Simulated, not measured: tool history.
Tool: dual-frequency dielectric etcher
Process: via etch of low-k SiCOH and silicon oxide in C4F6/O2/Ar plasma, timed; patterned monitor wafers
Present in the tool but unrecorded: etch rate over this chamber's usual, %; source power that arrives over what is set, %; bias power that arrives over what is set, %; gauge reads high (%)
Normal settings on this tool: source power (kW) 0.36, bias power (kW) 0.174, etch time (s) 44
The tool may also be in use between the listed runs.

| run | day | source power (kW) | bias power (kW) | etch time (s) | wafers since the last listed run | hours since the last wet clean | hours since the last source power generator calibration | hours since the last bias power generator calibration | hours since the last upper electrode change | hours since the gauge calibration | read-back reference wafer on the same gauge, depth_nm | mean etch depth across the wafer (Å) |
|---|---|---|---|---|---|---|---|---|---|---|---|---|
| 1 | 0 | 0.36 | 0.174 | 44 | 0 | 257.3 | 2874.9 | 33.6 | 2234.7 | 541.1 | 110.8 | 1021 |
| 2 | 2.467 | 0.36 | 0.174 | 44 | 721 | 316.5 | 2934.1 | 92.8 | 2293.9 | 600.3 | 111 | 1015 |
| 3 | 4.492 | 0.36 | 0.174 | 44 | 592 | 365.1 | 2982.7 | 141.4 | 2342.5 | 648.9 | 110.8 | 1019 |
| 4 | 7.908 | 0.36 | 0.197 | 44 | 999 | 447.1 | 3064.7 | 223.4 | 2424.5 | 730.9 | 110.9 | 1052 |
| 5 | 11.817 | 0.36 | 0.174 | 44 | 1142 | 540.9 | 3158.5 | 317.2 | 2518.3 | 824.7 | 111 | 1015 |
|  | 14.642 | wet clean of the chamber |
| 6 | 22.721 | 0.36 | 0.174 | 44 | 2895 | 193.9 | 3420.2 | 578.9 | 2780 | 1086.4 | 111 | 1012 |
| 7 | 24.446 | 0.36 | 0.174 | 44 | 504 | 235.3 | 3461.6 | 620.3 | 2821.4 | 1127.8 | 111 | 1020 |
| 8 | 26.675 | 0.32 | 0.174 | 44 | 651 | 288.8 | 3515.1 | 673.8 | 2874.9 | 1181.3 | 111.1 | 949 |
|  | 28.658 | source power generator calibrated |
| 9 | 28.996 | 0.32 | 0.174 | 44 | 629 | 344.5 | 8.1 | 729.5 | 2930.6 | 1237 | 110.9 | 946 |
| 10 | 33.175 | 0.32 | 0.174 | 44 | 1221 | 444.8 | 108.4 | 829.8 | 3030.9 | 1337.3 | 111.1 | 952 |
|  | 34.296 | wet clean of the chamber |
| 11 | 36.083 | 0.36 | 0.174 | 44 | 557 | 42.9 | 178.2 | 899.6 | 3100.7 | 1407.1 | 111 | 1016 |
| 12 | 39.075 | 0.36 | 0.174 | 44 | 874 | 114.7 | 250 | 971.4 | 3172.5 | 1478.9 | 111.1 | 1003 |
| 13 | 41.029 | 0.36 | 0.174 | 44 | 571 | 161.6 | 296.9 | 1018.3 | 3219.4 | 1525.8 | 111 | 1012 |
|  | 42.867 | upper electrode replaced |
| 14 | 43.808 | 0.36 | 0.162 | 44 | 520 | 228.3 | 363.6 | 1085 | 22.6 | 1592.5 | 111 | 969 |
| 15 | 47.25 | 0.36 | 0.174 | 44 | 1006 | 310.9 | 446.2 | 1167.6 | 105.2 | 1675.1 | 110.9 | 1003 |
| 16 | 49.954 | 0.42 | 0.134 | 32.5 | 790 | 375.8 | 511.1 | 1232.5 | 170.1 | 1740 | 110.8 | 725 |
|  | 54.312 | bias power generator calibrated |
| 17 | 55.104 | 0.36 | 0.174 | 44 | 1457 | 499.4 | 634.7 | 19 | 293.7 | 1863.6 | 111 | 1018 |
| 18 | 58.3 | 0.27 | 0.19 | 44 | 934 | 576.1 | 711.4 | 95.7 | 370.4 | 1940.3 | 111.1 | 917 |
|  | 59.983 | wet clean of the chamber |
| 19 | 62.442 | 0.38 | 0.147 | 51 | 918 | 59 | 810.8 | 195.1 | 469.8 | 2039.7 | 110.9 | 1143 |
|  | 63.233 | gauge calibrated |
| 20 | 65.788 | 0.34 | 0.154 | 55 | 978 | 139.3 | 891.1 | 275.4 | 550.1 | 61.3 | 111 | 1179 |
| 21 | 67.542 | 0.33 | 0.174 | 33.5 | 512 | 181.4 | 933.2 | 317.5 | 592.2 | 103.4 | 110.9 | 749 |
| 22 | 71.042 | 0.36 | 0.174 | 44 | 1023 | 265.4 | 1017.2 | 401.5 | 676.2 | 187.4 | 111.2 | 1015 |
| 23 | 75.058 | 0.41 | 0.204 | 33 | 1174 | 361.8 | 1113.6 | 497.9 | 772.6 | 283.8 | 110.9 | 857 |
| 24 | 77.996 | 0.41 | 0.174 | 44 | 858 | 432.3 | 1184.1 | 568.4 | 843.1 | 354.3 | 111.1 | 1075 |
|  | 82.425 | wet clean of the chamber |
| 25 | 82.446 | 0.36 | 0.174 | 44 | 1008 | 0.5 | 1290.9 | 675.2 | 949.9 | 461.1 | 111 | 1017 |

Hidden state, per run?
etch rate over this chamber's usual, %: 0, the same for each run
source power that arrives over what is set, %: 0, the same for each run
gauge reads high (%): 0, the same for each run
H1: bias power that arrives over what is set, %
| run | H1 |
|---|---|
| 1 | -0.616 |
| 2 | -0.81 |
| 3 | -0.97 |
| 4 | -1.24 |
| 5 | -1.55 |
| 6 | -2.41 |
| 7 | -2.55 |
| 8 | -2.72 |
| 9 | -2.9 |
| 10 | -3.23 |
| 11 | -3.46 |
| 12 | -3.7 |
| 13 | -3.85 |
| 14 | -4.07 |
| 15 | -4.35 |
| 16 | -4.56 |
| 17 | 0.265 |
| 18 | 0.0129 |
| 19 | -0.314 |
| 20 | -0.578 |
| 21 | -0.717 |
| 22 | -0.993 |
| 23 | -1.31 |
| 24 | -1.54 |
| 25 | -1.89 |
